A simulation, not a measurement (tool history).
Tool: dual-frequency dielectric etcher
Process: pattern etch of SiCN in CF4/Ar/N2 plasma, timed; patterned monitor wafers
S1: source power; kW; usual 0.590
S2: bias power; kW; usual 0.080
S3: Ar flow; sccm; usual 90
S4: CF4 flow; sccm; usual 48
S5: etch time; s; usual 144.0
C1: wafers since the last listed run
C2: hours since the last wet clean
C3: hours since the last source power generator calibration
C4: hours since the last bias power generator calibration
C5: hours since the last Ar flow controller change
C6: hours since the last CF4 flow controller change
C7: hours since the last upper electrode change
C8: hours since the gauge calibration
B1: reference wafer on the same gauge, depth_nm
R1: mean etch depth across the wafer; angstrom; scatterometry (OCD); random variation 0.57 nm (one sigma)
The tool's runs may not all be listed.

run   hour     S1     S2  S3  S4     S5   C1     C2      C3      C4      C5      C6      C7     C8     B1    R1
  1    0.0  0.590  0.080  90  48  144.0    0  451.5  3768.5  2675.9  2483.6  5395.5  5417.7    9.2  129.0  1642
  2    7.0  0.590  0.080  90  48  133.5   46  458.5  3775.5  2682.9  2490.6  5402.5  5424.7   16.2  129.1  1532
  3   20.5  0.590  0.080  90  48  133.5   89  472.0  3789.0  2696.4  2504.1  5416.0  5438.2   29.7  129.1  1526
  4   36.0  0.590  0.080  90  48  111.0  102  487.5  3804.5  2711.9  2519.6  5431.5  5453.7   45.2  129.0  1262
  5   67.2  0.590  0.080  90  48  111.0  206  518.7  3835.7  2743.1  2550.8  5462.7  5484.9   76.4  129.1  1273
      92.2  -- upper electrode replaced
     104.5  -- wet clean of the chamber
  6  105.0  0.590  0.080  90  48  144.0    9    0.5  3873.5  2780.9  2588.6  5500.5    12.8  114.2  129.0  1590
  7  105.4  0.590  0.080  90  48  144.0    2    0.9  3873.9  2781.3  2589.0  5500.9    13.2  114.6  129.1  1596
  8  105.8  0.590  0.080  90  48  144.0    2    1.3  3874.3  2781.7  2589.4  5501.3    13.6  115.0  128.8  1599
     106.3  -- gauge calibrated
     110.6  -- bias power generator calibrated
     115.1  -- Ar flow controller replaced
     115.6  -- CF4 flow controller replaced
  9  116.1  0.590  0.080  90  48  144.0    8   11.6  3884.6     5.5     1.0     0.5    23.9    9.8  128.9  1593
     135.7  -- source power generator calibrated
 10  136.2  0.590  0.087  90  48  179.5  106   31.7     0.5    25.6    21.1    20.6    44.0   29.9  129.0  2072
 11  149.5  0.590  0.080  90  48  144.0   87   45.0    13.8    38.9    34.4    33.9    57.3   43.2  128.9  1599
 12  160.8  0.590  0.080  90  59  144.0   74   56.3    25.1    50.2    45.7    45.2    68.6   54.5  129.0  1661
 13  175.7  0.590  0.069  90  48  144.0   98   71.2    40.0    65.1    60.6    60.1    83.5   69.4  129.0  1509
 14  189.8  0.660  0.080  90  48  155.0   93   85.3    54.1    79.2    74.7    74.2    97.6   83.5  128.9  1916
 15  198.1  0.590  0.073  90  48  124.5   54   93.6    62.4    87.5    83.0    82.5   105.9   91.8  129.0  1341
 16  211.1  0.590  0.080  90  48  144.0   85  106.6    75.4   100.5    96.0    95.5   118.9  104.8  129.0  1610

4 ways to go on from here, each from the tool as it stands after run 16. What would each give?
  A  211.6  0.590  0.080  80  48  144.0   3  107.1  75.9  101.0  96.5  96.0  119.4  105.3   ?   ?
  B  211.6  0.700  0.080  90  48  144.0   3  107.1  75.9  101.0  96.5  96.0  119.4  105.3   ?   ?
  C  211.6  0.590  0.080  68  48  144.0   3  107.1  75.9  101.0  96.5  96.0  119.4  105.3   ?   ?
  D  211.6  0.520  0.086  90  52  104.5   3  107.1  75.9  101.0  96.5  96.0  119.4  105.3   ?   ?

run     B1    R1
  A  128.9  1641
  B  128.9  1880
  C  128.9  1675
  D  128.9  1091
Without the tool's hidden state the same runs would have given:
run    R1
  A  1628
  B  1866
  C  1663
  D  1083
